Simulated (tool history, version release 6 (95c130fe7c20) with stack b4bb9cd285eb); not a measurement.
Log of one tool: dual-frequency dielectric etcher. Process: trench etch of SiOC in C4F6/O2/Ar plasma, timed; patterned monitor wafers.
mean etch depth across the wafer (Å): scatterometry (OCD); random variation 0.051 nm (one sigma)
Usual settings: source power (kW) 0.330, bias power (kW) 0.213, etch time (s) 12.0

| run | day | source power (kW) | bias power (kW) | etch time (s) | read-back reference wafer on the same gauge, depth_nm | mean etch depth across the wafer (Å) |
|---|---|---|---|---|---|---|
| 1 | 0.000 | 0.380 | 0.245 | 12.0 | 21.31 | 247.2 |
| 2 | 0.442 | 0.330 | 0.213 | 12.0 | 21.29 | 227.2 |
| 3 | 1.096 | 0.330 | 0.213 | 12.0 | 21.30 | 227.3 |
| 4 | 1.788 | 0.330 | 0.213 | 12.0 | 21.30 | 226.2 |
| 5 | 3.896 | 0.330 | 0.213 | 12.0 | 21.32 | 226.9 |
| 6 | 5.208 | 0.330 | 0.229 | 12.0 | 21.30 | 232.0 |
|  | 5.725 | source power generator calibrated |
| 7 | 5.942 | 0.330 | 0.229 | 12.0 | 21.30 | 231.4 |
|  | 5.954 | gauge calibrated |
| 8 | 6.508 | 0.330 | 0.229 | 12.0 | 21.32 | 231.2 |
|  | 7.696 | wet clean of the chamber |
| 9 | 7.717 | 0.390 | 0.213 | 12.0 | 21.30 | 242.4 |
| 10 | 7.729 | 0.390 | 0.213 | 12.0 | 21.30 | 241.0 |
| 11 | 7.879 | 0.390 | 0.213 | 12.0 | 21.31 | 241.3 |
| 12 | 8.396 | 0.330 | 0.213 | 12.0 | 21.30 | 232.3 |
| 13 | 8.808 | 0.330 | 0.213 | 12.0 | 21.30 | 231.3 |
|  | 9.096 | bias power generator calibrated |
| 14 | 9.458 | 0.330 | 0.213 | 8.5 | 21.29 | 163.5 |
| 15 | 9.983 | 0.280 | 0.236 | 12.0 | 21.29 | 230.4 |
| 16 | 10.467 | 0.330 | 0.213 | 13.0 | 21.28 | 249.6 |
| 17 | 10.900 | 0.390 | 0.191 | 10.0 | 21.32 | 192.6 |
|  | 12.142 | upper electrode replaced |
| 18 | 12.162 | 0.330 | 0.213 | 12.0 | 21.31 | 230.1 |
| 19 | 12.179 | 0.270 | 0.213 | 12.0 | 21.30 | 219.6 |
| 20 | 12.533 | 0.330 | 0.213 | 12.0 | 21.32 | 230.1 |
| 21 | 13.192 | 0.360 | 0.234 | 15.5 | 21.31 | 313.2 |
| 22 | 13.696 | 0.330 | 0.213 | 12.0 | 21.29 | 229.5 |
| 23 | 14.038 | 0.330 | 0.244 | 10.0 | 21.30 | 201.1 |
| 24 | 14.779 | 0.330 | 0.213 | 12.0 | 21.32 | 229.8 |
| 25 | 15.262 | 0.330 | 0.262 | 15.0 | 21.31 | 308.4 |
| 26 | 15.808 | 0.400 | 0.213 | 13.5 | 21.30 | 270.5 |
| 27 | 16.483 | 0.330 | 0.213 | 12.0 | 21.29 | 227.8 |
| 28 | 16.800 | 0.330 | 0.169 | 14.0 | 21.31 | 244.6 |
| 29 | 17.371 | 0.400 | 0.213 | 9.5 | 21.30 | 189.7 |
| 30 | 17.962 | 0.330 | 0.262 | 10.5 | 21.30 | 214.4 |

Some steps in mean etch depth across the wafer (Å) between neighbouring runs. How much of each would the tool show without its hidden state too (settings, what came in, random variation), and how much is left for the hidden state, with any gauge scatter that isn't in both results?
The hidden state here: etch rate over this chamber's usual, %; source power that arrives over what is set, %; bias power that arrives over what is set, %; gauge reads high (%).
Run 8 -> 9: source power (kW) 0.330 -> 0.390, bias power (kW) 0.229 -> 0.213, wet clean of the chamber. mean etch depth across the wafer (Å) +11.2: hidden state +6.6, all else +4.6.
Run 20 -> 21: source power (kW) 0.330 -> 0.360, bias power (kW) 0.213 -> 0.234, etch time (s) 12.0 -> 15.5. mean etch depth across the wafer (Å) +83.1: hidden state -1.1, all else +84.2.
Run 21 -> 22: source power (kW) 0.360 -> 0.330, bias power (kW) 0.234 -> 0.213, etch time (s) 15.5 -> 12.0. mean etch depth across the wafer (Å) -83.7: hidden state +0.6, all else -84.3.
Run 24 -> 25: bias power (kW) 0.213 -> 0.262, etch time (s) 12.0 -> 15.0. mean etch depth across the wafer (Å) +78.6: hidden state -1.1, all else +79.7.
